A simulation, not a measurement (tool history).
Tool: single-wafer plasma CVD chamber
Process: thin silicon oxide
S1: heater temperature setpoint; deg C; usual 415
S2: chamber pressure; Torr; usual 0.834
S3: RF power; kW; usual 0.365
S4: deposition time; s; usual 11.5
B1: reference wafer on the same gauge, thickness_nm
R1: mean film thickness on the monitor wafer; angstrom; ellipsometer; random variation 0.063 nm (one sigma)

| run | hour | S1 | S2 | S3 | S4 | B1 | R1 |
|---|---|---|---|---|---|---|---|
| 1 | 0.0 | 415 | 0.834 | 0.365 | 11.5 | 23.116 | 233.64 |
| 2 | 52.6 | 415 | 0.834 | 0.365 | 11.5 | 23.097 | 233.99 |
| 3 | 135.6 | 415 | 0.834 | 0.365 | 11.5 | 23.099 | 234.15 |
| 4 | 218.4 | 415 | 0.834 | 0.365 | 11.5 | 23.106 | 233.25 |
| 5 | 263.2 | 415 | 0.834 | 0.365 | 11.5 | 23.097 | 234.26 |
| 6 | 334.7 | 415 | 0.729 | 0.365 | 11.5 | 23.091 | 203.52 |
| 7 | 383.3 | 415 | 0.834 | 0.365 | 11.5 | 23.091 | 233.49 |
|  | 393.9 | thermocouple changed; heater temperature recalibrated |
| 8 | 481.3 | 415 | 0.834 | 0.365 | 11.5 | 23.112 | 234.03 |
|  | 493.6 | capacitance manometer re-zeroed and calibrated |
| 9 | 531.6 | 415 | 0.834 | 0.365 | 11.5 | 23.102 | 229.72 |
|  | 557.8 | showerhead replaced |
|  | 564.7 | gauge calibrated |
| 10 | 629.4 | 415 | 0.834 | 0.365 | 9.5 | 23.101 | 189.61 |
|  | 657.8 | RF generator calibrated |
| 11 | 718.1 | 415 | 0.834 | 0.345 | 11.5 | 23.107 | 227.70 |
| 12 | 804.6 | 425 | 0.674 | 0.345 | 9.8 | 23.103 | 152.39 |
| 13 | 909.8 | 415 | 0.834 | 0.365 | 11.5 | 23.090 | 234.19 |

Forecast run 14:
| 14 | 951.4 | 415 | 0.834 | 0.410 | 10.1 | ? | ? |

Run 14 gave B1 23.106, R1 217.95 angstrom.
Without the tool's hidden state the same run would have given R1 218.79 angstrom.
